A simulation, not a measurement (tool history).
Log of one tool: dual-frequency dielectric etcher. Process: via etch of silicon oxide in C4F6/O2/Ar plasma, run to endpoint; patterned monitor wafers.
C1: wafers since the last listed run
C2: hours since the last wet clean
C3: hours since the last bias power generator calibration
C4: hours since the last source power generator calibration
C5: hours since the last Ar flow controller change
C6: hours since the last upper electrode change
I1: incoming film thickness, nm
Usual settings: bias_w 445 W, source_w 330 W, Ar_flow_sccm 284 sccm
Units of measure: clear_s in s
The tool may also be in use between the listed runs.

Run 1, hour 0: usual settings; C1 0; C2 187.9; C3 3807.5; C4 3466.7; C5 2674.8; C6 4647; I1 128.6. Result: clear_s 31.9 s.
Run 2, hour 14: usual settings; C1 239; C2 201.9; C3 3821.5; C4 3480.7; C5 2688.8; C6 4661; I1 129.4. Result: clear_s 32.2 s.
Run 3, hour 41.9: usual settings; C1 477; C2 229.8; C3 3849.4; C4 3508.6; C5 2716.7; C6 4688.9; I1 129.1. Result: clear_s 32.1 s.
Run 4, hour 72: usual settings; C1 515; C2 259.9; C3 3879.5; C4 3538.7; C5 2746.8; C6 4719; I1 127.2. Result: clear_s 31.7 s.
Run 5, hour 85.5: usual settings but bias_w 534 W; C1 230; C2 273.4; C3 3893; C4 3552.2; C5 2760.3; C6 4732.5; I1 129.3. Result: clear_s 30.3 s.
At hour 98.7: bias power generator calibrated.
Run 6, hour 106.2: usual settings but Ar_flow_sccm 252 sccm; C1 285; C2 294.1; C3 7.5; C4 3572.9; C5 2781; C6 4753.2; I1 129.2. Result: clear_s 32.1 s.
Run 7, hour 122.6: usual settings but Ar_flow_sccm 252 sccm; C1 280; C2 310.5; C3 23.9; C4 3589.3; C5 2797.4; C6 4769.6; I1 130.1. Result: clear_s 32.4 s.
At hour 141.6: Ar flow controller replaced.
Run 8, hour 158.3: usual settings; C1 508; C2 346.2; C3 59.6; C4 3625; C5 16.7; C6 4805.3; I1 128.1. Result: clear_s 32.2 s.
Run 9, hour 180: usual settings; C1 371; C2 367.9; C3 81.3; C4 3646.7; C5 38.4; C6 4827; I1 129.1. Result: clear_s 32.7 s.
Run 10, hour 198.6: usual settings; C1 318; C2 386.5; C3 99.9; C4 3665.3; C5 57; C6 4845.6; I1 128.3. Result: clear_s 32.5 s.
Run 11, hour 218.8: usual settings but bias_w 378 W, source_w 310 W, Ar_flow_sccm 328 sccm; C1 345; C2 406.7; C3 120.1; C4 3685.5; C5 77.2; C6 4865.8; I1 129.9. Result: clear_s 37 s.
Run 12, hour 250.7: usual settings but bias_w 393 W, source_w 300 W; C1 545; C2 438.6; C3 152; C4 3717.4; C5 109.1; C6 4897.7; I1 127.7. Result: clear_s 36.1 s.
Run 13, hour 280.6: usual settings but bias_w 400 W, source_w 410 W, Ar_flow_sccm 216 sccm; C1 511; C2 468.5; C3 181.9; C4 3747.3; C5 139; C6 4927.6; I1 127.7. Result: clear_s 29.3 s.
Run 14, hour 293.7: usual settings but bias_w 482 W, source_w 300 W, Ar_flow_sccm 225 sccm; C1 224; C2 481.6; C3 195; C4 3760.4; C5 152.1; C6 4940.7; I1 127.7. Result: clear_s 32.4 s.
At hour 318.3: wet clean of the chamber.
Run 15, hour 319.9: usual settings but bias_w 493 W, source_w 300 W, Ar_flow_sccm 227 sccm; C1 37; C2 1.6; C3 221.2; C4 3786.6; C5 178.3; C6 4966.9; I1 128.3. Result: clear_s 30.9 s.
Run 16, hour 333.5: usual settings but bias_w 379 W, source_w 350 W, Ar_flow_sccm 311 sccm; C1 232; C2 15.2; C3 234.8; C4 3800.2; C5 191.9; C6 4980.5; I1 128.5. Result: clear_s 32.9 s.
Run 17, hour 361.9: usual settings; C1 485; C2 43.6; C3 263.2; C4 3828.6; C5 220.3; C6 5008.9; I1 128.3. Result: clear_s 31.1 s.
At hour 388.7: source power generator calibrated.
At hour 412.2: upper electrode replaced.
Run 18, hour 412.7: usual settings but bias_w 479 W; C1 399; C2 94.4; C3 314; C4 24; C5 271.1; C6 0.5; I1 129.3. Result: clear_s 31.3 s.
Run 19, hour 413.6: usual settings but bias_w 351 W, source_w 250 W, Ar_flow_sccm 226 sccm; C1 15; C2 95.3; C3 314.9; C4 24.9; C5 272; C6 1.4; I1 128.3. Result: clear_s 39 s.
Run 20, hour 434.1: usual settings but source_w 390 W, Ar_flow_sccm 347 sccm; C1 350; C2 115.8; C3 335.4; C4 45.4; C5 292.5; C6 21.9; I1 128. Result: clear_s 29.8 s.
Run 21, hour 448.2: usual settings but Ar_flow_sccm 242 sccm; C1 241; C2 129.9; C3 349.5; C4 59.5; C5 306.6; C6 36; I1 129.2. Result: clear_s 31.6 s.
Run 22, hour 475.2: usual settings but bias_w 482 W, source_w 290 W, Ar_flow_sccm 343 sccm; C1 461; C2 156.9; C3 376.5; C4 86.5; C5 333.6; C6 63; I1 128.5. Result: clear_s 34.2 s.
Run 23, hour 510.4: usual settings but bias_w 482 W, source_w 290 W, Ar_flow_sccm 343 sccm; C1 602; C2 192.1; C3 411.7; C4 121.7; C5 368.8; C6 98.2; I1 129.1. Result: clear_s 34.4 s.
Run 24, hour 544.6: usual settings but source_w 260 W, Ar_flow_sccm 226 sccm; C1 585; C2 226.3; C3 445.9; C4 155.9; C5 403; C6 132.4; I1 128.6. Result: clear_s 35.9 s.
Run 25, hour 576.8: usual settings; C1 550; C2 258.5; C3 478.1; C4 188.1; C5 435.2; C6 164.6; I1 127.6. Result: clear_s 32.1 s.
Run 26, hour 611.1: usual settings but bias_w 400 W, source_w 400 W, Ar_flow_sccm 215 sccm; C1 586; C2 292.8; C3 512.4; C4 222.4; C5 469.5; C6 198.9; I1 130. Result: clear_s 30 s.
Run 27, hour 623.7: usual settings but bias_w 527 W, source_w 370 W, Ar_flow_sccm 347 sccm; C1 215; C2 305.4; C3 525; C4 235; C5 482.1; C6 211.5; I1 128.1. Result: clear_s 29.5 s.
Run 28, hour 646.5: usual settings but bias_w 512 W, source_w 370 W, Ar_flow_sccm 248 sccm; C1 390; C2 328.2; C3 547.8; C4 257.8; C5 504.9; C6 234.3; I1 127.3. Result: clear_s 28.2 s.

Branching from run 28: 5 alternative next runs. What would each branch give?
Run A, hour 646.9: usual settings; C1 6; C2 328.6; C3 548.2; C4 258.2; C5 505.3; C6 234.7; I1 127.2. Result: clear_s ?.
Run B, hour 646.9: usual settings but bias_w 509 W, source_w 350 W, Ar_flow_sccm 307 sccm; C1 6; C2 328.6; C3 548.2; C4 258.2; C5 505.3; C6 234.7; I1 127.2. Result: clear_s ?.
Run C, hour 646.9: usual settings but Ar_flow_sccm 335 sccm; C1 6; C2 328.6; C3 548.2; C4 258.2; C5 505.3; C6 234.7; I1 127.2. Result: clear_s ?.
Run D, hour 646.9: usual settings but bias_w 531 W, source_w 260 W, Ar_flow_sccm 325 sccm; C1 6; C2 328.6; C3 548.2; C4 258.2; C5 505.3; C6 234.7; I1 127.2. Result: clear_s ?.
Run E, hour 646.9: usual settings but Ar_flow_sccm 231 sccm; C1 6; C2 328.6; C3 548.2; C4 258.2; C5 505.3; C6 234.7; I1 127.2. Result: clear_s ?.

run  clear_s
  A     32.5
  B     30.2
  C     33.3
  D     35.2
  E     31.5
Without the tool's unlogged condition, the same runs would have read:
run  clear_s
  A     31.1
  B     28.9
  C     31.8
  D     33.6
  E     30.1
